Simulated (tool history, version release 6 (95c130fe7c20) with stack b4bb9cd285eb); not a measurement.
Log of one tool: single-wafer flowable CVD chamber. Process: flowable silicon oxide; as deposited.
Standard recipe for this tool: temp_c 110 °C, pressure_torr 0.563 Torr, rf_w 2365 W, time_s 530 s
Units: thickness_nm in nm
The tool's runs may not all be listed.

run	day	temp_c	pressure_torr	rf_w	time_s	read-back reference wafer on the same gauge, thickness_nm	thickness_nm
1	0.000	110	0.563	2365	530	130.938	152.526
# day 0.996: capacitance manometer re-zeroed and calibrated
2	1.629	110	0.563	2365	530	131.034	152.399
3	3.821	110	0.563	2365	530	131.019	152.041
# day 4.417: RF generator calibrated
4	7.404	110	0.563	2365	530	130.959	152.637
5	10.925	110	0.563	2365	530	130.973	152.607
6	15.338	110	0.563	2365	530	131.053	152.869
7	17.196	110	0.563	2365	530	130.985	152.412
8	20.708	110	0.563	2365	530	130.943	151.862
9	24.062	110	0.563	2365	530	131.057	153.242
# day 25.879: thermocouple changed; heater temperature recalibrated
10	26.704	110	0.563	2365	530	131.045	153.197
# day 33.496: showerhead replaced
11	34.825	110	0.652	2365	530	130.994	177.198
# day 38.033: RF generator calibrated
12	38.071	110	0.652	2365	530	131.002	175.634
# day 39.450: gauge calibrated
13	40.662	110	0.563	2365	530	130.964	150.916
14	43.892	96	0.563	2365	481	130.942	204.994
# day 47.288: capacitance manometer re-zeroed and calibrated
15	50.521	110	0.563	2365	530	131.007	149.680
16	53.775	100	0.563	2670	611	130.941	236.904
17	57.846	110	0.563	2365	530	130.947	150.152
# day 58.958: RF generator calibrated, repeated, since the last time left the tool worse
18	61.817	110	0.652	2365	530	131.023	177.877
19	65.038	110	0.563	2365	530	130.982	152.878
# day 65.371: thermocouple changed; heater temperature recalibrated
20	66.767	102	0.503	2365	530	130.922	173.208
21	69.371	95	0.563	2365	530	130.993	235.434
22	72.962	110	0.674	2365	530	131.012	182.831
23	75.525	110	0.474	2365	530	130.996	128.674
24	77.654	110	0.563	2365	612	131.009	176.092
25	90.625	110	0.563	2365	530	131.070	152.663
26	93.621	116	0.651	2690	475	131.066	136.469
# day 94.462: RF generator calibrated
27	95.662	95	0.611	2100	585	131.022	276.485

Branching from run 27: 4 alternative next runs. What would each branch give?
A	95.683	110	0.698	2365	530	?	?
B	95.683	98	0.503	2365	471	?	?
C	95.683	110	0.563	2075	530	?	?
D	95.683	110	0.445	2785	597	?	?

run	read-back reference wafer on the same gauge, thickness_nm	thickness_nm
A	131.013	190.894
B	131.013	173.497
C	131.013	149.042
D	131.013	140.975
Without the tool's hidden state the same runs would have given:
run	thickness_nm
A	191.047
B	173.636
C	149.225
D	141.049
